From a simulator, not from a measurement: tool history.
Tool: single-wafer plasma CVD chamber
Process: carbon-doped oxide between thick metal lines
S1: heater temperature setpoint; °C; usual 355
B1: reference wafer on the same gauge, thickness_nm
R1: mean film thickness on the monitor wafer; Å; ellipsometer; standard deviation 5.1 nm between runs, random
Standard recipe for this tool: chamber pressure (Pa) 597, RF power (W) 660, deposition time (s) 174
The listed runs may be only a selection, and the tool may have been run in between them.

run 1 hour=0.0 | S1=355 chamber_pressure_(Pa)=597 RF_power_(W)=660 deposition_time_(s)=174 | B1=1050.475 | R1=10373.20
run 2 hour=35.4 | S1=355 chamber_pressure_(Pa)=597 RF_power_(W)=660 deposition_time_(s)=164 | B1=1049.860 | R1=9843.92
-- hour=48.4 gauge calibrated
run 3 hour=52.9 | S1=355 chamber_pressure_(Pa)=597 RF_power_(W)=660 deposition_time_(s)=164 | B1=1049.413 | R1=9841.34
run 4 hour=75.3 | S1=355 chamber_pressure_(Pa)=597 RF_power_(W)=660 deposition_time_(s)=174 | B1=1049.384 | R1=10393.54
run 5 hour=90.1 | S1=355 chamber_pressure_(Pa)=597 RF_power_(W)=660 deposition_time_(s)=174 | B1=1050.072 | R1=10428.92
-- hour=100.6 RF generator calibrated
run 6 hour=172.6 | S1=364 chamber_pressure_(Pa)=597 RF_power_(W)=770 deposition_time_(s)=174 | B1=1049.793 | R1=11638.34
run 7 hour=197.6 | S1=355 chamber_pressure_(Pa)=597 RF_power_(W)=555 deposition_time_(s)=174 | B1=1049.613 | R1=8564.93
run 8 hour=221.8 | S1=363 chamber_pressure_(Pa)=499 RF_power_(W)=660 deposition_time_(s)=198 | B1=1050.418 | R1=11233.77
run 9 hour=248.7 | S1=355 chamber_pressure_(Pa)=513 RF_power_(W)=550 deposition_time_(s)=149 | B1=1050.151 | R1=7092.01
-- hour=264.2 capacitance manometer re-zeroed and calibrated
run 10 hour=274.3 | S1=361 chamber_pressure_(Pa)=597 RF_power_(W)=710 deposition_time_(s)=196 | B1=1048.887 | R1=12351.70
run 11 hour=302.1 | S1=355 chamber_pressure_(Pa)=684 RF_power_(W)=660 deposition_time_(s)=146 | B1=1049.865 | R1=8990.91
run 12 hour=318.5 | S1=355 chamber_pressure_(Pa)=597 RF_power_(W)=550 deposition_time_(s)=174 | B1=1049.923 | R1=8539.94
run 13 hour=333.7 | S1=355 chamber_pressure_(Pa)=597 RF_power_(W)=660 deposition_time_(s)=174 | B1=1048.600 | R1=10419.15
run 14 hour=349.5 | S1=355 chamber_pressure_(Pa)=460 RF_power_(W)=660 deposition_time_(s)=149 | B1=1049.689 | R1=8450.96
-- hour=379.7 showerhead replaced
run 15 hour=383.1 | S1=355 chamber_pressure_(Pa)=597 RF_power_(W)=660 deposition_time_(s)=174 | B1=1049.950 | R1=10450.66
run 16 hour=397.4 | S1=355 chamber_pressure_(Pa)=597 RF_power_(W)=610 deposition_time_(s)=184 | B1=1050.359 | R1=10150.18
run 17 hour=416.5 | S1=355 chamber_pressure_(Pa)=507 RF_power_(W)=710 deposition_time_(s)=174 | B1=1049.938 | R1=10839.97
run 18 hour=449.1 | S1=355 chamber_pressure_(Pa)=597 RF_power_(W)=550 deposition_time_(s)=174 | B1=1049.523 | R1=8599.23
run 19 hour=477.2 | S1=349 chamber_pressure_(Pa)=597 RF_power_(W)=660 deposition_time_(s)=207 | B1=1050.885 | R1=12510.45
run 20 hour=494.9 | S1=355 chamber_pressure_(Pa)=531 RF_power_(W)=560 deposition_time_(s)=174 | B1=1050.823 | R1=8510.00
run 21 hour=515.2 | S1=355 chamber_pressure_(Pa)=597 RF_power_(W)=660 deposition_time_(s)=174 | B1=1050.168 | R1=10355.06
run 22 hour=529.8 | S1=355 chamber_pressure_(Pa)=737 RF_power_(W)=660 deposition_time_(s)=174 | B1=1049.665 | R1=10768.39
run 23 hour=564.8 | S1=349 chamber_pressure_(Pa)=672 RF_power_(W)=660 deposition_time_(s)=174 | B1=1050.118 | R1=10855.58

Run 24 has not been measured yet. What should we expect?
run 24 hour=584.6 | S1=348 chamber_pressure_(Pa)=597 RF_power_(W)=660 deposition_time_(s)=140 | B1=? | R1=?

B1: 1049.901
R1: 8549.26 Å
Without the tool's hidden state the same run would have given R1 8549.26 Å.
